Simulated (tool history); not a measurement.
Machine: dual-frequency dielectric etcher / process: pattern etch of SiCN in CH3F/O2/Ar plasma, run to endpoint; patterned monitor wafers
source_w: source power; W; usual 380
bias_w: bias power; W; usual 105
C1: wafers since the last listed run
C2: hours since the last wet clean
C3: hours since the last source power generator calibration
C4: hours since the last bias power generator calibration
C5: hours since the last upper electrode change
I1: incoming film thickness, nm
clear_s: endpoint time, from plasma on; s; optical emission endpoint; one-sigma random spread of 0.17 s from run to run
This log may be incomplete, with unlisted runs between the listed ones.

{"run": 1, "hour": 0.0, "source_w": 380, "bias_w": 119, "C1": 0, "C2": 326.6, "C3": 810.8, "C4": 1679.5, "C5": 2516.1, "I1": 10.34, "clear_s": 24.4}
{"run": 2, "hour": 24.1, "source_w": 380, "bias_w": 119, "C1": 423, "C2": 350.7, "C3": 834.9, "C4": 1703.6, "C5": 2540.2, "I1": 10.39, "clear_s": 24.0}
{"run": 3, "hour": 55.9, "source_w": 380, "bias_w": 105, "C1": 559, "C2": 382.5, "C3": 866.7, "C4": 1735.4, "C5": 2572.0, "I1": 10.29, "clear_s": 25.1}
{"hour": 104.1, "done": "wet clean of the chamber"}
{"run": 4, "hour": 104.6, "source_w": 380, "bias_w": 105, "C1": 434, "C2": 0.5, "C3": 915.4, "C4": 1784.1, "C5": 2620.7, "I1": 10.37, "clear_s": 25.0}
{"run": 5, "hour": 151.8, "source_w": 380, "bias_w": 105, "C1": 830, "C2": 47.7, "C3": 962.6, "C4": 1831.3, "C5": 2667.9, "I1": 10.31, "clear_s": 24.9}
{"run": 6, "hour": 218.7, "source_w": 380, "bias_w": 122, "C1": 1176, "C2": 114.6, "C3": 1029.5, "C4": 1898.2, "C5": 2734.8, "I1": 10.21, "clear_s": 23.4}
{"run": 7, "hour": 282.8, "source_w": 380, "bias_w": 105, "C1": 1127, "C2": 178.7, "C3": 1093.6, "C4": 1962.3, "C5": 2798.9, "I1": 10.23, "clear_s": 24.7}
{"run": 8, "hour": 320.1, "source_w": 380, "bias_w": 118, "C1": 655, "C2": 216.0, "C3": 1130.9, "C4": 1999.6, "C5": 2836.2, "I1": 10.41, "clear_s": 24.2}
{"run": 9, "hour": 379.9, "source_w": 380, "bias_w": 118, "C1": 1051, "C2": 275.8, "C3": 1190.7, "C4": 2059.4, "C5": 2896.0, "I1": 10.21, "clear_s": 23.9}
{"run": 10, "hour": 424.4, "source_w": 380, "bias_w": 118, "C1": 782, "C2": 320.3, "C3": 1235.2, "C4": 2103.9, "C5": 2940.5, "I1": 10.42, "clear_s": 24.1}
{"run": 11, "hour": 460.2, "source_w": 380, "bias_w": 105, "C1": 629, "C2": 356.1, "C3": 1271.0, "C4": 2139.7, "C5": 2976.3, "I1": 10.24, "clear_s": 24.6}
{"hour": 494.0, "done": "wet clean of the chamber"}
{"hour": 496.5, "done": "bias power generator calibrated"}
{"run": 12, "hour": 527.6, "source_w": 380, "bias_w": 105, "C1": 719, "C2": 33.6, "C3": 1338.4, "C4": 31.1, "C5": 3043.7, "I1": 10.32, "clear_s": 25.1}
{"run": 13, "hour": 552.8, "source_w": 280, "bias_w": 97, "C1": 443, "C2": 58.8, "C3": 1363.6, "C4": 56.3, "C5": 3068.9, "I1": 10.22, "clear_s": 27.3}
{"run": 14, "hour": 618.8, "source_w": 380, "bias_w": 82, "C1": 1160, "C2": 124.8, "C3": 1429.6, "C4": 122.3, "C5": 3134.9, "I1": 10.33, "clear_s": 26.7}
{"run": 15, "hour": 646.8, "source_w": 420, "bias_w": 89, "C1": 492, "C2": 152.8, "C3": 1457.6, "C4": 150.3, "C5": 3162.9, "I1": 10.35, "clear_s": 25.7}
{"run": 16, "hour": 847.4, "source_w": 380, "bias_w": 105, "C1": 3527, "C2": 353.4, "C3": 1658.2, "C4": 350.9, "C5": 3363.5, "I1": 10.34, "clear_s": 24.6}
{"hour": 899.0, "done": "wet clean of the chamber"}
{"hour": 910.3, "done": "upper electrode replaced"}
{"run": 17, "hour": 914.2, "source_w": 430, "bias_w": 129, "C1": 555, "C2": 15.2, "C3": 1725.0, "C4": 417.7, "C5": 3.9, "I1": 10.14, "clear_s": 22.2}
{"hour": 969.5, "done": "source power generator calibrated"}
{"run": 18, "hour": 980.8, "source_w": 480, "bias_w": 96, "C1": 1100, "C2": 81.8, "C3": 11.3, "C4": 484.3, "C5": 70.5, "I1": 10.27, "clear_s": 23.9}
{"run": 19, "hour": 1050.4, "source_w": 380, "bias_w": 105, "C1": 1224, "C2": 151.4, "C3": 80.9, "C4": 553.9, "C5": 140.1, "I1": 10.39, "clear_s": 25.2}

Predict the results of run 20:
{"run": 20, "hour": 1118.2, "source_w": 380, "bias_w": 105, "C1": 1192, "C2": 219.2, "C3": 148.7, "C4": 621.7, "C5": 207.9, "I1": 10.21, "clear_s": "?"}

clear_s: 24.8 s
Take away the tool's hidden state, keep the run-to-run variation as it was, and the same run would have given clear_s 24.8 s.

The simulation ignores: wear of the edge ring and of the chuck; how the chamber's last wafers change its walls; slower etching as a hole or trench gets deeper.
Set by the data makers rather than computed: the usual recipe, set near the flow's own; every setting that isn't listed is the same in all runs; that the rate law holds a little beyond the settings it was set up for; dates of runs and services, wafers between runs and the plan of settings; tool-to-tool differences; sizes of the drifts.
